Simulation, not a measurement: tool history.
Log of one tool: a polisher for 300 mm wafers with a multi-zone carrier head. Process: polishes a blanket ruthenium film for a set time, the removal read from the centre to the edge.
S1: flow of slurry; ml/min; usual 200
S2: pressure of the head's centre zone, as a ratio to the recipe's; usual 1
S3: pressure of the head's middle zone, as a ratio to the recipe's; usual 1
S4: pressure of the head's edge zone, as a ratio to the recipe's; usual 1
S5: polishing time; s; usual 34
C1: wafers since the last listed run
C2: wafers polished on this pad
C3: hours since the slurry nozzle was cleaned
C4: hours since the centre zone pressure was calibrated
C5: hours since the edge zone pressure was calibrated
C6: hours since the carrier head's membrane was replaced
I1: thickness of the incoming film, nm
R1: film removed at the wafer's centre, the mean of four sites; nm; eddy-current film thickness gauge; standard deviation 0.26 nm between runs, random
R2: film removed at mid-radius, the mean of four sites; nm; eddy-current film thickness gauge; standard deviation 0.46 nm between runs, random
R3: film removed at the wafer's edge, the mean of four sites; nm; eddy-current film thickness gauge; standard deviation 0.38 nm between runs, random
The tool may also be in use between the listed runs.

{"run": 1, "hour": 0.0, "S1": 170, "S2": 1, "S3": 1, "S4": 1, "S5": 34, "C1": 0, "C2": 2106, "C3": 257.7, "C4": 159.7, "C5": 157.9, "C6": 523.7, "I1": 484.1, "R1": 40, "R2": 39.4, "R3": 40.2}
{"run": 2, "hour": 24.1, "S1": 170, "S2": 1, "S3": 1, "S4": 1, "S5": 34, "C1": 321, "C2": 2427, "C3": 281.8, "C4": 183.8, "C5": 182, "C6": 547.8, "I1": 485.8, "R1": 40, "R2": 39.2, "R3": 39.9}
{"hour": 35.1, "done": "worn pad replaced by a new one"}
{"run": 3, "hour": 71.0, "S1": 200, "S2": 1, "S3": 1, "S4": 1, "S5": 34, "C1": 572, "C2": 478, "C3": 328.7, "C4": 230.7, "C5": 228.9, "C6": 594.7, "I1": 474.8, "R1": 41.7, "R2": 40.5, "R3": 40.4}
{"hour": 116.8, "done": "slurry nozzle cleaned"}
{"run": 4, "hour": 135.4, "S1": 200, "S2": 1.06, "S3": 1, "S4": 1, "S5": 34, "C1": 845, "C2": 1323, "C3": 18.6, "C4": 295.1, "C5": 293.3, "C6": 659.1, "I1": 475.2, "R1": 43.5, "R2": 40.5, "R3": 40.7}
{"run": 5, "hour": 188.9, "S1": 200, "S2": 1.06, "S3": 1, "S4": 1, "S5": 34, "C1": 713, "C2": 2037, "C3": 72.1, "C4": 348.6, "C5": 346.8, "C6": 712.6, "I1": 479.2, "R1": 43.7, "R2": 40.5, "R3": 40.3}
{"run": 6, "hour": 230.5, "S1": 200, "S2": 1, "S3": 1.05, "S4": 1, "S5": 34, "C1": 554, "C2": 2592, "C3": 113.7, "C4": 390.2, "C5": 388.4, "C6": 754.2, "I1": 473.4, "R1": 40.8, "R2": 41.1, "R3": 39.9}
{"hour": 263.1, "done": "worn pad replaced by a new one"}
{"run": 7, "hour": 300.6, "S1": 200, "S2": 1, "S3": 1.05, "S4": 1, "S5": 34, "C1": 881, "C2": 499, "C3": 183.8, "C4": 460.3, "C5": 458.5, "C6": 824.3, "I1": 478.4, "R1": 41.6, "R2": 41.7, "R3": 40.4}
{"run": 8, "hour": 332.1, "S1": 200, "S2": 1, "S3": 1, "S4": 1, "S5": 34, "C1": 420, "C2": 919, "C3": 215.3, "C4": 491.8, "C5": 490, "C6": 855.8, "I1": 484.1, "R1": 41.3, "R2": 40.9, "R3": 41.1}
{"run": 9, "hour": 395.1, "S1": 200, "S2": 1, "S3": 1, "S4": 1, "S5": 34, "C1": 840, "C2": 1760, "C3": 278.3, "C4": 554.8, "C5": 553, "C6": 918.8, "I1": 480.9, "R1": 40.9, "R2": 41.2, "R3": 40.1}
{"run": 10, "hour": 428.2, "S1": 200, "S2": 1, "S3": 1, "S4": 1, "S5": 34, "C1": 441, "C2": 2201, "C3": 311.4, "C4": 587.9, "C5": 586.1, "C6": 951.9, "I1": 487.3, "R1": 40.8, "R2": 39.5, "R3": 39.9}
{"hour": 454.0, "done": "worn pad replaced by a new one"}
{"run": 11, "hour": 480.8, "S1": 220, "S2": 1, "S3": 1, "S4": 1, "S5": 28, "C1": 648, "C2": 357, "C3": 364, "C4": 640.5, "C5": 638.7, "C6": 1004.5, "I1": 473.5, "R1": 34.7, "R2": 33.9, "R3": 34}
{"hour": 495.0, "done": "slurry nozzle cleaned"}
{"run": 12, "hour": 513.0, "S1": 135, "S2": 1, "S3": 1, "S4": 1.07, "S5": 41, "C1": 416, "C2": 773, "C3": 18, "C4": 672.7, "C5": 670.9, "C6": 1036.7, "I1": 475.6, "R1": 48.2, "R2": 47.4, "R3": 49.1}
{"run": 13, "hour": 537.2, "S1": 135, "S2": 1, "S3": 1, "S4": 1.07, "S5": 41, "C1": 322, "C2": 1095, "C3": 42.2, "C4": 696.9, "C5": 695.1, "C6": 1060.9, "I1": 478.9, "R1": 48.1, "R2": 47.5, "R3": 48.9}
{"run": 14, "hour": 601.8, "S1": 200, "S2": 1, "S3": 1, "S4": 1, "S5": 34, "C1": 861, "C2": 1957, "C3": 106.8, "C4": 761.5, "C5": 759.7, "C6": 1125.5, "I1": 479.1, "R1": 41.1, "R2": 40.4, "R3": 40.6}
{"hour": 664.6, "done": "worn pad replaced by a new one"}
{"run": 15, "hour": 667.1, "S1": 200, "S2": 1, "S3": 0.88, "S4": 0.94, "S5": 34, "C1": 817, "C2": 33, "C3": 172.1, "C4": 826.8, "C5": 825, "C6": 1190.8, "I1": 476.7, "R1": 41.5, "R2": 38.7, "R3": 39.7}
{"run": 16, "hour": 693.1, "S1": 200, "S2": 1, "S3": 1.09, "S4": 1, "S5": 40, "C1": 346, "C2": 380, "C3": 198.1, "C4": 852.8, "C5": 851, "C6": 1216.8, "I1": 474.7, "R1": 48.5, "R2": 50.9, "R3": 47.6}
{"hour": 698.4, "done": "edge zone pressure recalibrated"}
{"hour": 733.8, "done": "carrier head's membrane replaced by a new one"}
{"hour": 737.6, "done": "centre zone pressure recalibrated"}
{"run": 17, "hour": 738.1, "S1": 175, "S2": 1.04, "S3": 1, "S4": 1, "S5": 34, "C1": 480, "C2": 860, "C3": 243.1, "C4": 0.5, "C5": 39.7, "C6": 4.3, "I1": 487.6, "R1": 42.4, "R2": 40.1, "R3": 39.6}
{"run": 18, "hour": 796.6, "S1": 200, "S2": 1.06, "S3": 1, "S4": 1, "S5": 34, "C1": 780, "C2": 1640, "C3": 301.6, "C4": 59, "C5": 98.2, "C6": 62.8, "I1": 483.7, "R1": 43.4, "R2": 40.8, "R3": 39.9}
{"hour": 856.4, "done": "worn pad replaced by a new one"}
{"run": 19, "hour": 856.9, "S1": 175, "S2": 0.95, "S3": 1.05, "S4": 0.9, "S5": 34, "C1": 750, "C2": 6, "C3": 361.9, "C4": 119.3, "C5": 158.5, "C6": 123.1, "I1": 483.1, "R1": 39.7, "R2": 41.8, "R3": 38.7}
{"hour": 874.8, "done": "slurry nozzle cleaned"}
{"run": 20, "hour": 882.3, "S1": 200, "S2": 1.08, "S3": 0.89, "S4": 0.9, "S5": 34, "C1": 325, "C2": 332, "C3": 7.5, "C4": 144.7, "C5": 183.9, "C6": 148.5, "I1": 473.4, "R1": 45.3, "R2": 38.9, "R3": 38.4}
{"run": 21, "hour": 912.6, "S1": 200, "S2": 1, "S3": 1, "S4": 0.88, "S5": 34, "C1": 404, "C2": 736, "C3": 37.8, "C4": 175, "C5": 214.2, "C6": 178.8, "I1": 477.8, "R1": 41.4, "R2": 41.3, "R3": 38.2}
{"run": 22, "hour": 950.2, "S1": 200, "S2": 0.96, "S3": 1, "S4": 1, "S5": 34, "C1": 501, "C2": 1237, "C3": 75.4, "C4": 212.6, "C5": 251.8, "C6": 216.4, "I1": 481.5, "R1": 39.7, "R2": 41.1, "R3": 40}

Hidden state or all else? Some run-to-run changes of R1, split into what the settings, what came in and random variation would give without the hidden state, and what is left for the hidden state (with any gauge scatter that isn't in both results):
Hidden state present: removal rate lost through wear of the pad, %; slurry flow missing at the pad, %; deviation of the centre zone's pressure from its setpoint, %; deviation of the edge zone's pressure from its setpoint, %.
Run 6 -> 7: worn pad replaced by a new one. R1 +0.8 nm: hidden state +1, all else -0.2.
Run 11 -> 12: S1 220 -> 135, S4 1 -> 1.07, S5 28 -> 41, slurry nozzle cleaned. R1 +13.5 nm: hidden state -0.3, all else +13.8.
Run 13 -> 14: S1 135 -> 200, S4 1.07 -> 1, S5 41 -> 34. R1 -7 nm: hidden state -0.2, all else -6.8.
Run 18 -> 19: S1 200 -> 175, S2 1.06 -> 0.95, S3 1 -> 1.05, S4 1 -> 0.9, worn pad replaced by a new one. R1 -3.7 nm: hidden state +1.1, all else -4.8.
